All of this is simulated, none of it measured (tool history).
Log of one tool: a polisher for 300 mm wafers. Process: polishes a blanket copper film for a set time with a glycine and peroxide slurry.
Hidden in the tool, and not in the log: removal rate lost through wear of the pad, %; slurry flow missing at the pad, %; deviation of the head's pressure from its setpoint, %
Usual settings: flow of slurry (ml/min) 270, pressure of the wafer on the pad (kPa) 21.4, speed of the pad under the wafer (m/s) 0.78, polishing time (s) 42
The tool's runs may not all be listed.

run	hour	flow of slurry (ml/min)	pressure of the wafer on the pad (kPa)	speed of the pad under the wafer (m/s)	polishing time (s)	wafers since the last listed run	wafers polished on this pad	hours since the slurry nozzle was cleaned	hours since the head pressure was calibrated	incoming thickness of the incoming film, nm	film removed (Å)
1	0.0	270	21.4	0.78	42	0	666	306.6	641.3	2257.0	2174
2	19.3	270	21.4	0.78	42	192	859	325.9	660.6	2226.7	2136
3	80.3	270	21.4	0.78	42	607	1466	386.9	721.6	2221.5	2197
# hour 111.4: worn pad replaced by a new one
4	111.9	270	21.4	0.78	42	274	4	418.5	753.2	2236.3	2165
5	134.8	270	21.4	0.78	42	228	232	441.4	776.1	2174.3	2179
6	156.2	270	21.4	0.78	42	213	445	462.8	797.5	2213.6	2175
7	186.7	270	21.4	0.78	42	303	749	493.3	828.0	2184.5	2211
8	222.1	270	21.4	0.78	42	352	1101	528.7	863.4	2206.0	2151
9	245.1	270	21.4	0.78	42	229	1331	551.7	886.4	2211.7	2221
10	280.9	270	21.4	0.78	42	356	1687	587.5	922.2	2240.1	2212
# hour 294.1: worn pad replaced by a new one
11	313.3	270	21.4	0.78	42	282	191	619.9	954.6	2181.6	2178
12	328.7	270	21.4	0.78	42	153	344	635.3	970.0	2251.6	2167
# hour 345.8: slurry nozzle cleaned
13	363.2	270	21.4	0.78	42	333	678	17.4	1004.5	2259.1	2185
14	380.8	270	24.8	0.60	42	175	853	35.0	1022.1	2220.3	2197
15	405.7	270	24.8	0.60	42	247	1101	59.9	1047.0	2210.9	2192
16	433.4	270	21.4	0.78	42	275	1377	87.6	1074.7	2234.5	2198
17	446.3	270	24.8	0.60	42	128	1505	100.5	1087.6	2243.8	2207
18	462.9	330	16.5	0.90	56	165	1671	117.1	1104.2	2222.8	2596
# hour 481.5: worn pad replaced by a new one, of another model than before
19	497.4	270	24.8	0.60	42	303	158	151.6	1138.7	2236.2	2154
20	520.2	270	21.4	0.78	42	227	385	174.4	1161.5	2240.7	2127
21	542.0	185	21.4	0.78	42	217	602	196.2	1183.3	2207.6	2100
22	575.7	270	21.4	0.78	42	335	938	229.9	1217.0	2209.1	2184
23	589.3	270	21.4	0.78	42	135	1073	243.5	1230.6	2204.0	2117
# hour 620.3: head pressure recalibrated
24	621.8	270	21.4	0.78	51	303	1377	276.0	1.5	2210.0	2514
# hour 638.6: worn pad replaced by a new one
25	724.1	270	24.1	0.78	42	978	851	378.3	103.8	2235.4	2242
26	751.2	230	21.4	1.00	35	269	1121	405.4	130.9	2266.0	1870
27	771.2	350	15.2	0.68	36	199	1320	425.4	150.9	2222.5	1511

The next listed run, before its measurement:
28	792.7	340	21.4	0.62	42	214	1534	446.9	172.4	2198.5	?

{"run 28": {"film removed (Å)": 2021}}
Without the tool's hidden state the same run would have given film removed (Å) 1974.
